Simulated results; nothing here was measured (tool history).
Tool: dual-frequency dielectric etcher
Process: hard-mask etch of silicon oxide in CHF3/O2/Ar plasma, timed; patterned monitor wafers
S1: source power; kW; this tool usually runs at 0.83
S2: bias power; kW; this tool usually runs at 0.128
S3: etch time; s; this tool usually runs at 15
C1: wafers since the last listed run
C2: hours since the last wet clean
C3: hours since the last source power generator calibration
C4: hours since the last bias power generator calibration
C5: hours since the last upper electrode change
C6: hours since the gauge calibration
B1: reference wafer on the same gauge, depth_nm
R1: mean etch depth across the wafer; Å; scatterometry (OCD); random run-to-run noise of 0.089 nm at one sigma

run    hour    S1     S2    S3    C1     C2      C3      C4      C5      C6     B1     R1
  1       0  0.83  0.105  17.5     0  247.2  2829.3   503.2  4526.2  2054.4  34.97  354.9
  2    45.3  0.83  0.105  17.5  1069  292.5  2874.6   548.5  4571.5  2099.7     35  355.8
  3   134.9  0.83  0.105  17.5  2115  382.1  2964.2   638.1  4661.1  2189.3     35  355.5
  4   194.1  0.83  0.128    15  1397  441.3  3023.4   697.3  4720.3  2248.5  35.02  317.9
  5   243.8  0.83  0.128    15  1173    491  3073.1     747    4770  2298.2  35.04    317
        338  -- source power generator calibrated
  6   345.8  0.83  0.128    15  2313    593     7.8     849    4872  2400.2  35.08  317.7
      416.9  -- wet clean of the chamber
  7   417.4  0.83  0.128    15  1123    0.5    79.4   920.6  4943.6  2471.8  35.05  317.6
  8   481.7  0.83  0.128    15  1517   64.8   143.7   984.9  5007.9  2536.1  35.04  317.4
  9     552  0.93  0.155  11.5  1659  135.1     214  1055.2  5078.2  2606.4  35.07  270.3
 10   595.3     1   0.15  10.5  1022  178.4   257.3  1098.5  5121.5  2649.7  35.12  255.1
 11   735.7  0.96  0.115  10.5  3314  318.8   397.7  1238.9  5261.9  2790.1  35.11  233.6
 12   828.3  0.75  0.128  10.5  2185  411.4   490.3  1331.5  5354.5  2882.7  35.22  210.5
 13   887.6  0.89  0.141  17.5  1399  470.7   549.6  1390.8  5413.8    2942  35.25  393.8
 14     959  0.83  0.128    15  1685  542.1     621  1462.2  5485.2  3013.4  35.23  319.1
 15    1049  0.92  0.128    15  2124  632.1     711  1552.2  5575.2  3103.4  35.27  336.9
       1130  -- wet clean of the chamber
     1136.5  -- bias power generator calibrated
     1139.6  -- gauge calibrated
 16  1153.3  0.83  0.128    15  1801   23.3   815.3    16.8  5679.5    13.7   34.5  313.7
 17  1241.2  0.83  0.128    15  2074  111.2   903.2   104.7  5767.4   101.6  34.53    312
 18  1451.4  0.77  0.128    15  4961  321.4  1113.4   314.9  5977.6   311.8  34.55  303.3
 19  1555.3  0.71  0.128    15  2452  425.3  1217.3   418.8  6081.5   415.7  34.59  288.2
     1768.7  -- wet clean of the chamber
 20  1769.2  0.92  0.128    15  4482    0.5  1431.2   632.7  6295.4   629.6   34.6  330.9
     1820.3  -- upper electrode replaced
 21  1820.8  0.96  0.128    15   651   52.1  1482.8   684.3     0.5   681.2  34.61  339.2
 22  1890.2  0.83  0.128    15  1638  121.5  1552.2   753.7    69.9   750.6  34.66  315.5
 23  1956.5  0.83  0.128    15  1565  187.8  1618.5     820   136.2   816.9  34.66    314
 24  2047.2  0.91  0.119    15  2141  278.5  1709.2   910.7   226.9   907.6  34.68  323.8
 25  2272.4  0.83  0.128    15  5316  503.7  1934.4  1135.9   452.1  1132.8  34.82  314.2
 26  2338.2  0.65  0.128    15  1553  569.5  2000.2  1201.7   517.9  1198.6  34.74  276.2
 27  2426.4  1.04  0.139  19.5  2082  657.7  2088.4  1289.9   606.1  1286.8  34.75  469.7
     2452.9  -- wet clean of the chamber
 28  2481.8  0.88  0.128    18   741   28.9  2143.8  1345.3   661.5  1342.2  34.79  390.4

Results per run with the tool's hidden condition removed, run-to-run variation unchanged:
What the log doesn't record here: etch rate over this chamber's usual, %; source power that arrives over what is set, %; bias power that arrives over what is set, %; gauge reads high (%).
run     R1
  1  349.8
  2  350.7
  3  350.1
  4  313.1
  5    312
  6  312.5
  7  312.3
  8    312
  9  265.6
 10  250.6
 11  229.2
 12  206.4
 13    386
 14  312.7
 15  329.9
 16  313.7
 17  311.8
 18  302.7
 19  287.5
 20  329.6
 21  337.8
 22    314
 23  312.3
 24    322
 25  311.9
 26  274.1
 27  465.9
 28    387
